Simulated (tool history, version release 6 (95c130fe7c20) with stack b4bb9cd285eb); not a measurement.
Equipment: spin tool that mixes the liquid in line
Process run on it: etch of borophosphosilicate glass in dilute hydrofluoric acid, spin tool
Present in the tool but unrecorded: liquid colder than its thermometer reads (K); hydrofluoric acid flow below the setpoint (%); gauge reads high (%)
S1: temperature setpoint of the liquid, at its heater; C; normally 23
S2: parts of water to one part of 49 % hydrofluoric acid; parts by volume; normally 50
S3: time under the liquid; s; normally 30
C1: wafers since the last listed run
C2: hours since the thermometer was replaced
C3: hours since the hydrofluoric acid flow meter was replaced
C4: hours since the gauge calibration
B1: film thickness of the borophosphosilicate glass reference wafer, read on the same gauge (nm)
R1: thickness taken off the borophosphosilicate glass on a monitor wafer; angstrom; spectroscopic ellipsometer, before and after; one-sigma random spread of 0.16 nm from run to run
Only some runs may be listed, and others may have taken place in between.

run,day,S1,S2,S3,C1,C2,C3,C4,B1,R1
1,0,23,45,30,0,753,198.8,569,150,321.2
2,1.629,23,50,30,594,792.1,237.9,608.1,150,283.6
3,5.954,23,50,30,1577,895.9,341.7,711.9,150.01,281.2
4,8.067,23,50,30,770,946.6,392.4,762.6,149.99,280.9
5,11.112,23,65,30,1110,1019.7,465.5,835.7,150.02,211.5
6,13.054,23,50,30,708,1066.3,512.1,882.3,150,280.9
7,17.083,23,55,30,1469,1163,608.8,979,149.98,250.5
8,18.942,23,55,30,677,1207.6,653.4,1023.6,150,252.2
9,23.083,23,55,30,1510,1307,752.8,1123,150.01,249.7
10,25.096,23,50,30,733,1355.3,801.1,1171.3,149.99,276
11,29.583,18.5,50,30,1636,1463,908.8,1279,149.99,226
# day 33.108: thermometer replaced
12,33.679,26,50,40,1478,13.7,1007.1,1377.3,150.02,444.2
13,37.7,28,40,45,1466,110.2,1103.6,1473.8,150,685.1
14,40.212,19.5,30,30,916,170.5,1163.9,1534.1,150.02,431.5
15,42.379,23,50,30,790,222.5,1215.9,1586.1,150.01,292.3
# day 45.162: gauge calibrated
16,45.462,23,50,30,1124,296.5,1289.9,7.2,150,289.9
17,47.067,23,50,15,584,335,1328.4,45.7,150.01,146.5
# day 47.588: hydrofluoric acid flow meter replaced
18,51.421,23,50,30,1572,439.5,92,150.2,150,288.3
19,53.471,21,40,45,747,488.7,141.2,199.4,150,507.2
20,56.496,23,70,30,1103,561.3,213.8,272,150,203
21,59.179,21.5,60,40,978,625.7,278.2,336.4,150.02,294.6
22,63.517,25.5,65,50,1581,729.8,382.3,440.5,149.99,397.6
23,71.496,20,55,40,2909,921.3,573.8,632,149.98,300.2
24,75.246,23,50,30,1367,1011.3,663.8,722,150,283.1
25,77.083,19.5,50,30,670,1055.4,707.9,766.1,150.02,243.3
26,82.088,23,50,30,1824,1175.5,828,886.2,150.03,277.2
27,84.638,20,50,30,929,1236.7,889.2,947.4,150.01,243.8
28,88.454,27.5,50,30,1391,1328.3,980.8,1039,150.02,331.4
29,90.671,24.5,30,30,808,1381.5,1034,1092.2,150.01,501.5
30,92.296,21.5,50,30,592,1420.5,1073,1131.2,150.01,259.7
# day 93.162: thermometer replaced
31,95.192,26.5,65,40,1040,48.7,1142.5,1200.7,150.03,340.4
32,97.408,23,50,30,808,101.9,1195.7,1253.9,149.99,293.4
# day 98.121: hydrofluoric acid flow meter replaced
33,101.371,23,50,30,1429,197,78,1349,150.01,294.2

What the log doesn't show, run by run:
hydrofluoric acid flow below the setpoint (%): 0 at every run
gauge reads high (%): 0 at every run
H1: liquid colder than its thermometer reads (K)
run,H1
1,1.15
2,1.2
3,1.34
4,1.41
5,1.5
6,1.57
7,1.69
8,1.75
9,1.89
10,1.95
11,2.09
12,0.149
13,0.277
14,0.357
15,0.426
16,0.524
17,0.575
18,0.714
19,0.779
20,0.876
21,0.961
22,1.1
23,1.35
24,1.47
25,1.53
26,1.69
27,1.77
28,1.89
29,1.96
30,2.02
31,0.29
32,0.361
33,0.487
